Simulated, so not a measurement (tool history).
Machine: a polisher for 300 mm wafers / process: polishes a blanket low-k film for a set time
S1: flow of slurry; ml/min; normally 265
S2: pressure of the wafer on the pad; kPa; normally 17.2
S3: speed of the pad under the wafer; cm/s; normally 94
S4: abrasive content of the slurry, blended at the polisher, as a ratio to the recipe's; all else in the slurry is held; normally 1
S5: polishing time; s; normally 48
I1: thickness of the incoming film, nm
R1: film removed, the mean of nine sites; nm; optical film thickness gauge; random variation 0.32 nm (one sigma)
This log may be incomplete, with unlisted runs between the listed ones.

Run 1, hour 0: usual settings but S4 0.9; I1 379. Result: R1 19.4 nm.
At hour 27.6: worn pad replaced by a new one.
At hour 40.2: slurry nozzle cleaned.
Run 2, hour 50.1: usual settings but S2 13.1 kPa; I1 378.3. Result: R1 14.4 nm.
Run 3, hour 77.8: usual settings but S4 1.1; I1 380.6. Result: R1 19.9 nm.
At hour 82.9: conditioning disc replaced and pad reconditioned.
At hour 91.8: slurry blender recalibrated.
Run 4, hour 109.9: usual settings; I1 379.1. Result: R1 22 nm.
Run 5, hour 153.1: usual settings but S1 225 ml/min; I1 378.9. Result: R1 21.7 nm.
Run 6, hour 206.3: usual settings but S1 225 ml/min; I1 387.1. Result: R1 20.8 nm.
Run 7, hour 247.8: usual settings but S1 225 ml/min, S4 0.75; I1 385.1. Result: R1 17.6 nm.
At hour 254.3: worn pad replaced by a new one, of another model than before.
At hour 347.1: slurry blender recalibrated.
Run 8, hour 388.3: usual settings but S1 225 ml/min, S4 0.75; I1 385.2. Result: R1 17.7 nm.
At hour 393.9: conditioning disc replaced and pad reconditioned.
At hour 407.6: slurry nozzle cleaned.
Run 9, hour 425.8: usual settings; I1 382.7. Result: R1 21.3 nm.
At hour 484.1: worn pad replaced by a new one.
Run 10, hour 484.6: usual settings; I1 381.7. Result: R1 20.8 nm.
Run 11, hour 545.8: usual settings; I1 378.9. Result: R1 19.4 nm.
Run 12, hour 589.9: usual settings but S5 62 s; I1 386.6. Result: R1 23.7 nm.
At hour 627.5: slurry blender recalibrated.
Run 13, hour 630.2: usual settings; I1 378.9. Result: R1 21.7 nm.
At hour 701: worn pad replaced by a new one.
At hour 729.3: conditioning disc replaced and pad reconditioned.
At hour 760.6: head pressure recalibrated.
Run 14, hour 778.6: usual settings but S1 180 ml/min, S2 13.8 kPa, S4 0.75; I1 379.4. Result: R1 14.6 nm.
At hour 812.5: slurry nozzle cleaned.
Run 15, hour 823.7: usual settings; I1 379.1. Result: R1 19.5 nm.
Run 16, hour 868.4: usual settings but S1 290 ml/min, S2 22.1 kPa, S4 0.8, S5 54 s; I1 379.1. Result: R1 21.2 nm.
Run 17, hour 902.2: usual settings but S5 41 s; I1 373. Result: R1 14.5 nm.
At hour 907.8: slurry blender recalibrated.
At hour 931.4: worn pad replaced by a new one.
Run 18, hour 952.6: usual settings but S2 13.8 kPa, S4 1.25; I1 386.1. Result: R1 20.5 nm.
Run 19, hour 1005.7: usual settings but S1 290 ml/min, S2 22.1 kPa, S4 0.8, S5 54 s; I1 378.7. Result: R1 25.3 nm.
At hour 1031.5: conditioning disc replaced and pad reconditioned.
Run 20, hour 1069: usual settings but S1 225 ml/min, S3 78 cm/s; I1 381.8. Result: R1 18 nm.
At hour 1126.2: slurry nozzle cleaned.
Run 21, hour 1136: usual settings but S4 1.25; I1 380.2. Result: R1 21.3 nm.
At hour 1152.6: worn pad replaced by a new one.
At hour 1190.5: slurry blender recalibrated.
Run 22, hour 1203: usual settings but S2 20 kPa; I1 381.3. Result: R1 24 nm.
Run 23, hour 1248.3: usual settings but S1 180 ml/min, S2 14.5 kPa, S4 1.2, S5 34 s; I1 376.4. Result: R1 13.7 nm.

Predict each of these 5 candidate next runs independently; none follows another, all start after run 23:
Run A, hour 1248.7: usual settings but S3 66 cm/s; I1 374.3. Result: R1 ?.
Run B, hour 1248.7: usual settings but S3 102 cm/s, S4 0.75; I1 374.3. Result: R1 ?.
Run C, hour 1248.7: usual settings but S2 14.5 kPa; I1 374.3. Result: R1 ?.
Run D, hour 1248.7: usual settings but S1 350 ml/min, S3 112 cm/s, S4 0.85, S5 58 s; I1 374.3. Result: R1 ?.
Run E, hour 1248.7: usual settings but S1 215 ml/min, S5 63 s; I1 374.3. Result: R1 ?.

run    R1
  A  17.7
  B  19.2
  C  19.2
  D  26.9
  E  26.7
The same runs, with their run-to-run variation unchanged, on a tool lacking any hidden condition would have given:
run    R1
  A    18
  B  19.6
  C  19.5
  D  27.3
  E  27.2
